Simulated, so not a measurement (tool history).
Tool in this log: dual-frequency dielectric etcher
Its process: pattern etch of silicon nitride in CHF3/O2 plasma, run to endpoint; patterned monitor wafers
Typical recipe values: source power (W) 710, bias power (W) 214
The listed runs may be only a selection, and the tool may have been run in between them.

run	hour	source power (W)	bias power (W)	wafers since the last listed run	hours since the last wet clean	hours since the last source power generator calibration	hours since the last bias power generator calibration	hours since the last upper electrode change	incoming incoming film thickness, nm	endpoint time (s)
1	0.0	710	214	0	242.7	1235.6	4150.9	1881.4	62.2	36.9
2	24.3	710	214	323	267.0	1259.9	4175.2	1905.7	61.9	36.6
3	65.4	710	214	547	308.1	1301.0	4216.3	1946.8	62.0	36.6
4	134.5	710	214	919	377.2	1370.1	4285.4	2015.9	61.8	36.4
# hour 168.2: wet clean of the chamber
5	200.7	710	214	561	32.5	1436.3	4351.6	2082.1	62.0	38.1
6	263.9	650	214	841	95.7	1499.5	4414.8	2145.3	62.1	40.3
7	329.1	650	214	868	160.9	1564.7	4480.0	2210.5	61.8	40.1
# hour 360.9: source power generator calibrated
8	372.9	650	214	529	204.7	12.0	4523.8	2254.3	61.8	39.6
9	442.0	540	186	919	273.8	81.1	4592.9	2323.4	62.0	46.6
10	478.9	850	214	491	310.7	118.0	4629.8	2360.3	61.6	32.7
# hour 518.8: bias power generator calibrated
11	531.1	860	192	641	362.9	170.2	12.3	2412.5	61.7	34.7
# hour 574.8: wet clean of the chamber
12	602.9	800	193	636	28.1	242.0	84.1	2484.3	61.8	36.7
13	645.0	760	169	560	70.2	284.1	126.2	2526.4	61.3	39.4
# hour 720.1: upper electrode replaced
14	720.6	870	186	686	145.8	359.7	201.8	0.5	61.6	35.0
15	773.4	710	238	702	198.6	412.5	254.6	53.3	61.7	35.3
16	817.6	710	174	588	242.8	456.7	298.8	97.5	61.6	39.5
# hour 929.1: wet clean of the chamber
17	929.6	710	214	1171	0.5	568.7	410.8	209.5	61.9	38.3

Measured result minus the same run's result without the hidden state. Both carry the same run-to-run variation, though not necessarily the same gauge scatter:
Hidden state at play: etch rate over this chamber's usual, %; source power that arrives over what is set, %; bias power that arrives over what is set, %.
run	endpoint time (s)
1	-1.3
2	-1.5
3	-1.6
4	-1.9
5	+0.2
6	-0.2
7	-0.6
8	-0.8
9	-1.3
10	-1.0
11	-1.3
12	-0.1
13	-0.3
14	-0.6
15	-0.9
16	-1.2
17	+0.2

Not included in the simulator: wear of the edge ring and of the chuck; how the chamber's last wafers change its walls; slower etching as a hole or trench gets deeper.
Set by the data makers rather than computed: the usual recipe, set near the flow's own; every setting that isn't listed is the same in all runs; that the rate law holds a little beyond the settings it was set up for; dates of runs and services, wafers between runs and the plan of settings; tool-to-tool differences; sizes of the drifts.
